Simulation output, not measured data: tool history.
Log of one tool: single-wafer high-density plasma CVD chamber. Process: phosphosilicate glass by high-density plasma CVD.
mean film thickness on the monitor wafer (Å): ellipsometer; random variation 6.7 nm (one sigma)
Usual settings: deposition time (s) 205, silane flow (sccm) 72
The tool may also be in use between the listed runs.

run     day  deposition time (s)  silane flow (sccm)  wafers since the last listed run  hours since the silane flow controller was replaced  hours since the gauge calibration  read-back reference wafer on the same gauge, thickness_nm  mean film thickness on the monitor wafer (Å)
  1   0.000                  215                  72                                 0                                               2582.5                             1071.4                                                   1278.913                                      15562.18
  2   2.150                  205                  72                               283                                               2634.1                             1123.0                                                   1280.833                                      14780.50
  3   3.975                  205                  72                               240                                               2677.9                             1166.8                                                   1278.355                                      14755.14
  4   6.792                  205                  72                               371                                               2745.5                             1234.4                                                   1277.712                                      14886.72
  5   7.971                  205                  72                               155                                               2773.8                             1262.7                                                   1279.264                                      14890.52
  6  10.433                  182                  75                               324                                               2832.9                             1321.8                                                   1279.441                                      13811.93
  7  12.704                  182                  75                               299                                               2887.4                             1376.3                                                   1279.826                                      13723.88
  8  14.617                  237                  77                               252                                               2933.3                             1422.2                                                   1278.971                                      18490.00
  9  17.479                  205                  72                               377                                               3002.0                             1490.9                                                   1279.559                                      15098.35
 10  19.546                  205                  72                               272                                               3051.6                             1540.5                                                   1278.199                                      15024.32
 11  21.621                  205                  72                               273                                               3101.4                             1590.3                                                   1279.006                                      15043.71
 12  23.175                  205                  82                               204                                               3138.7                             1627.6                                                   1279.225                                      17158.06
 13  25.654                  205                  82                               326                                               3198.2                             1687.1                                                   1281.903                                      16981.20
 14  26.725                  205                  82                               141                                               3223.9                             1712.8                                                   1280.337                                      17033.65
 15  29.192                  205                  72                               325                                               3283.1                             1772.0                                                   1280.131                                      14989.97
 16  32.175                  205                  72                               393                                               3354.7                             1843.6                                                   1279.582                                      15055.75
 17  34.296                  205                  72                               279                                               3405.6                             1894.5                                                   1281.883                                      15082.06
 18  37.071                  205                  72                               365                                               3472.2                             1961.1                                                   1278.324                                      15039.51
     39.933  -- silane flow controller replaced
 19  40.658                  205                  72                               429                                                 17.4                             2047.2                                                   1280.795                                      14567.39
 20  48.658                  205                  72                              1054                                                209.4                             2239.2                                                   1282.198                                      14574.61
 21  51.046                  218                  61                               314                                                266.7                             2296.5                                                   1282.515                                      13163.31
     52.004  -- gauge calibrated
 22  52.754                  182                  79                               225                                                307.7                               18.0                                                   1276.697                                      14175.57
 23  55.671                  205                  72                               384                                                377.7                               88.0                                                   1277.777                                      14445.78
 24  56.888                  183                  76                               160                                                406.9                              117.2                                                   1279.042                                      13728.42
 25  59.750                  205                  72                               377                                                475.6                              185.9                                                   1281.004                                      14512.49
 26  61.429                  205                  72                               221                                                515.9                              226.2                                                   1278.596                                      14670.93
 27  62.575                  205                  63                               151                                                543.4                              253.7                                                   1277.641                                      12714.04
 28  64.171                  216                  64                               210                                                581.7                              292.0                                                   1279.375                                      13680.17
 29  65.388                  174                  60                               160                                                610.9                              321.2                                                   1282.208                                      10305.54
 30  67.904                  223                  72                               331                                                671.3                              381.6                                                   1278.609                                      15994.54
 31  69.404                  171                  65                               197                                                707.3                              417.6                                                   1277.118                                      10979.69
 32  71.800                  169                  68                               315                                                764.8                              475.1                                                   1277.475                                      11345.16
 33  80.412                  221                  60                              1135                                                971.5                              681.8                                                   1280.416                                      13095.48
 34  86.546                  245                  77                               808                                               1118.7                              829.0                                                   1280.382                                      18684.32
 35  88.188                  216                  85                               216                                               1158.1                              868.4                                                   1277.834                                      18143.41
 36  89.967                  220                  72                               234                                               1200.8                              911.1                                                   1278.622                                      15802.75
 37  91.129                  165                  58                               153                                               1228.7                              939.0                                                   1279.690                                       9476.34
 38  93.338                  185                  63                               291                                               1281.7                              992.0                                                   1278.788                                      11488.70
 39  96.196                  178                  72                               376                                               1350.3                             1060.6                                                   1279.778                                      12703.31
 40  97.362                  205                  72                               153                                               1378.3                             1088.6                                                   1279.976                                      14690.99
 41  99.008                  216                  79                               216                                               1417.8                             1128.1                                                   1280.348                                      16834.17

Some steps in mean film thickness on the monitor wafer (Å) between neighbouring runs. How much of each would the tool show without its hidden state too (settings, what came in, random variation), and how much is left for the hidden state, with any gauge scatter that isn't in both results?
The hidden state here: delivered silane flow above the setpoint (%); gauge reads high (%).
Run 7 -> 8: deposition time (s) 182 -> 237, silane flow (sccm) 75 -> 77. mean film thickness on the monitor wafer (Å) +4766.12: hidden state +160.61, all else +4605.51.
Run 11 -> 12: silane flow (sccm) 72 -> 82. mean film thickness on the monitor wafer (Å) +2114.35: hidden state +86.38, all else +2027.97.
Run 18 -> 19: silane flow controller replaced. mean film thickness on the monitor wafer (Å) -472.12: hidden state -532.12, all else +60.00.
Run 29 -> 30: deposition time (s) 174 -> 223, silane flow (sccm) 60 -> 72. mean film thickness on the monitor wafer (Å) +5689.00: hidden state +54.53, all else +5634.47.
Run 33 -> 34: deposition time (s) 221 -> 245, silane flow (sccm) 60 -> 77. mean film thickness on the monitor wafer (Å) +5588.84: hidden state +80.78, all else +5508.06.
Run 36 -> 37: deposition time (s) 220 -> 165, silane flow (sccm) 72 -> 58. mean film thickness on the monitor wafer (Å) -6326.41: hidden state -77.36, all else -6249.05.
